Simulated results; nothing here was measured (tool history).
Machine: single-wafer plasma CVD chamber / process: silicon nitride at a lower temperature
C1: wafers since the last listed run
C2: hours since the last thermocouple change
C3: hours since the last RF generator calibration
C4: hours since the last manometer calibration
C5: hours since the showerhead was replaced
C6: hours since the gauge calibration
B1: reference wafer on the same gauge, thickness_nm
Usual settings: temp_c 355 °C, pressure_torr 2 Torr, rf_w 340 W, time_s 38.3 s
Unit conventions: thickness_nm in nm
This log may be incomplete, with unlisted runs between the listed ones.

{"run": 1, "day": 0.0, "temp_c": 355, "pressure_torr": 2, "rf_w": 340, "time_s": 38.3, "C1": 0, "C2": 799.5, "C3": 637.9, "C4": 1699.1, "C5": 4250.7, "C6": 84.5, "B1": 41.296, "thickness_nm": 47.401}
{"run": 2, "day": 2.375, "temp_c": 366, "pressure_torr": 2, "rf_w": 355, "time_s": 38.3, "C1": 1151, "C2": 856.5, "C3": 694.9, "C4": 1756.1, "C5": 4307.7, "C6": 141.5, "B1": 41.307, "thickness_nm": 47.92}
{"run": 3, "day": 4.929, "temp_c": 355, "pressure_torr": 2, "rf_w": 315, "time_s": 38.3, "C1": 1238, "C2": 917.8, "C3": 756.2, "C4": 1817.4, "C5": 4369, "C6": 202.8, "B1": 41.304, "thickness_nm": 45.77}
{"run": 4, "day": 7.133, "temp_c": 355, "pressure_torr": 2, "rf_w": 315, "time_s": 38.3, "C1": 1068, "C2": 970.7, "C3": 809.1, "C4": 1870.3, "C5": 4421.9, "C6": 255.7, "B1": 41.298, "thickness_nm": 46.013}
{"run": 5, "day": 9.446, "temp_c": 355, "pressure_torr": 2, "rf_w": 340, "time_s": 38.3, "C1": 1120, "C2": 1026.2, "C3": 864.6, "C4": 1925.8, "C5": 4477.4, "C6": 311.2, "B1": 41.295, "thickness_nm": 47.411}
{"run": 6, "day": 11.008, "temp_c": 355, "pressure_torr": 2, "rf_w": 340, "time_s": 38.3, "C1": 757, "C2": 1063.7, "C3": 902.1, "C4": 1963.3, "C5": 4514.9, "C6": 348.7, "B1": 41.312, "thickness_nm": 47.574}
{"run": 7, "day": 13.096, "temp_c": 355, "pressure_torr": 2, "rf_w": 340, "time_s": 38.3, "C1": 1011, "C2": 1113.8, "C3": 952.2, "C4": 2013.4, "C5": 4565, "C6": 398.8, "B1": 41.299, "thickness_nm": 47.524}
{"day": 14.258, "done": "showerhead replaced"}
{"run": 8, "day": 15.392, "temp_c": 355, "pressure_torr": 2, "rf_w": 380, "time_s": 38.3, "C1": 951, "C2": 1168.9, "C3": 1007.3, "C4": 2068.5, "C5": 27.2, "C6": 453.9, "B1": 41.305, "thickness_nm": 49.688}
{"run": 9, "day": 16.458, "temp_c": 347, "pressure_torr": 2, "rf_w": 340, "time_s": 36.2, "C1": 517, "C2": 1194.5, "C3": 1032.9, "C4": 2094.1, "C5": 52.8, "C6": 479.5, "B1": 41.3, "thickness_nm": 44.993}
{"day": 16.95, "done": "thermocouple changed; heater temperature recalibrated"}
{"run": 10, "day": 18.142, "temp_c": 355, "pressure_torr": 2, "rf_w": 340, "time_s": 38.3, "C1": 654, "C2": 28.6, "C3": 1073.3, "C4": 2134.5, "C5": 93.2, "C6": 519.9, "B1": 41.308, "thickness_nm": 47.508}
{"day": 19.85, "done": "gauge calibrated"}
{"run": 11, "day": 20.629, "temp_c": 342, "pressure_torr": 1.71, "rf_w": 285, "time_s": 38.3, "C1": 1205, "C2": 88.3, "C3": 1133, "C4": 2194.2, "C5": 152.9, "C6": 18.7, "B1": 41.304, "thickness_nm": 42.623}
{"run": 12, "day": 23.258, "temp_c": 355, "pressure_torr": 1.81, "rf_w": 340, "time_s": 44.2, "C1": 1274, "C2": 151.4, "C3": 1196.1, "C4": 2257.3, "C5": 216, "C6": 81.8, "B1": 41.305, "thickness_nm": 53.494}
{"run": 13, "day": 25.754, "temp_c": 351, "pressure_torr": 2, "rf_w": 405, "time_s": 38.3, "C1": 1209, "C2": 211.3, "C3": 1256, "C4": 2317.2, "C5": 275.9, "C6": 141.7, "B1": 41.308, "thickness_nm": 51.379}
{"day": 26.596, "done": "RF generator calibrated"}
{"day": 26.633, "done": "capacitance manometer re-zeroed and calibrated"}
{"run": 14, "day": 26.917, "temp_c": 346, "pressure_torr": 2.28, "rf_w": 340, "time_s": 35.6, "C1": 384, "C2": 239.2, "C3": 7.7, "C4": 6.8, "C5": 303.8, "C6": 169.6, "B1": 41.304, "thickness_nm": 45.634}
{"run": 15, "day": 34.308, "temp_c": 363, "pressure_torr": 1.84, "rf_w": 340, "time_s": 34.2, "C1": 3583, "C2": 416.6, "C3": 185.1, "C4": 184.2, "C5": 481.2, "C6": 347, "B1": 41.301, "thickness_nm": 41.09}
{"run": 16, "day": 36.904, "temp_c": 355, "pressure_torr": 1.74, "rf_w": 305, "time_s": 33.1, "C1": 1258, "C2": 478.9, "C3": 247.4, "C4": 246.5, "C5": 543.5, "C6": 409.3, "B1": 41.308, "thickness_nm": 37.578}

What the log doesn't show, run by run:
wafer temperature above the value expected at the setpoint (K): 0 on each run
gauge reads high (%): 0 on each run
H1: delivered RF power above the setpoint (%)
H2: true pressure above the setpoint (%)
run=1 H1=-3.86 H2=6.98
run=2 H1=-3.98 H2=7.2
run=3 H1=-4.09 H2=7.43
run=4 H1=-4.18 H2=7.63
run=5 H1=-4.25 H2=7.85
run=6 H1=-4.3 H2=7.99
run=7 H1=-4.36 H2=8.18
run=8 H1=-4.41 H2=8.39
run=9 H1=-4.43 H2=8.49
run=10 H1=-4.47 H2=8.64
run=11 H1=-4.51 H2=8.87
run=12 H1=-4.55 H2=9.11
run=13 H1=-4.59 H2=9.34
run=14 H1=-0.131 H2=-0.298
run=15 H1=-1.54 H2=0.381
run=16 H1=-1.91 H2=0.619
